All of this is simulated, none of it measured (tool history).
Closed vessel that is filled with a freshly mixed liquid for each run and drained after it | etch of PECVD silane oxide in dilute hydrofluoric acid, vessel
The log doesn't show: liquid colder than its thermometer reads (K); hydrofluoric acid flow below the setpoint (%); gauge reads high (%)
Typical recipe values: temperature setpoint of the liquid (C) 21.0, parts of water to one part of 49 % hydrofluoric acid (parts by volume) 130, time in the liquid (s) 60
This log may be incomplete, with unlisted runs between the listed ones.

run	hour	temperature setpoint of the liquid (C)	parts of water to one part of 49 % hydrofluoric acid (parts by volume)	time in the liquid (s)	wafers since the last listed run	hours since the thermometer was replaced	hours since the hydrofluoric acid flow meter was replaced	hours since the gauge calibration	read-back film thickness of the PECVD silane oxide reference wafer, read on the same gauge (nm)	thickness taken off the PECVD silane oxide on a monitor wafer (angstrom)
1	0.0	21.0	170	60	0	2459.6	819.9	256.5	50.53	99.6
# hour 15.0: hydrofluoric acid flow meter replaced
2	39.3	21.0	170	60	3034	2498.9	24.3	295.8	50.61	100.4
3	64.8	21.0	130	45	2020	2524.4	49.8	321.3	50.64	101.8
4	111.3	21.0	130	45	3684	2570.9	96.3	367.8	50.74	102.9
5	182.6	21.0	130	45	5648	2642.2	167.6	439.1	50.87	102.6
6	237.7	21.0	175	60	4365	2697.3	222.7	494.2	50.93	97.0
7	263.6	21.0	175	60	2051	2723.2	248.6	520.1	51.07	96.3
8	422.6	21.0	130	75	12596	2882.2	407.6	679.1	51.38	171.2
9	473.4	21.0	130	75	4024	2933.0	458.4	729.9	51.42	173.2
10	499.9	21.0	130	75	2099	2959.5	484.9	756.4	51.48	170.8
11	524.6	19.0	130	60	1956	2984.2	509.6	781.1	51.56	129.6
# hour 553.5: thermometer replaced
12	575.7	21.0	130	60	3969	22.2	560.7	832.2	51.66	139.7
13	641.8	21.0	130	60	5236	88.3	626.8	898.3	51.77	140.2
14	708.4	21.0	130	60	5276	154.9	693.4	964.9	51.95	141.4
15	745.6	21.0	130	60	2947	192.1	730.6	1002.1	52.02	139.4
# hour 773.8: hydrofluoric acid flow meter replaced
16	775.8	18.0	175	40	2313	222.3	2.0	1032.3	52.04	59.6
17	806.7	21.0	130	60	2448	253.2	32.9	1063.2	52.15	142.0
18	874.6	22.5	175	35	5379	321.1	100.8	1131.1	52.27	61.5
19	920.1	24.5	190	75	3604	366.6	146.3	1176.6	52.36	129.4
20	947.8	17.5	150	75	2194	394.3	174.0	1204.3	52.39	130.3
21	983.2	22.5	85	30	2804	429.7	209.4	1239.7	52.44	120.6

Run 22 has not been measured yet. What should we expect?
22	1028.3	18.5	105	85	3573	474.8	254.5	1284.8	?	?

{"run 22": {"read-back film thickness of the PECVD silane oxide reference wafer, read on the same gauge (nm)": 52.54, "thickness taken off the PECVD silane oxide on a monitor wafer (angstrom)": 229.6}}
The same run, on a tool lacking any hidden state, would have yielded thickness taken off the PECVD silane oxide on a monitor wafer (angstrom) 218.4.
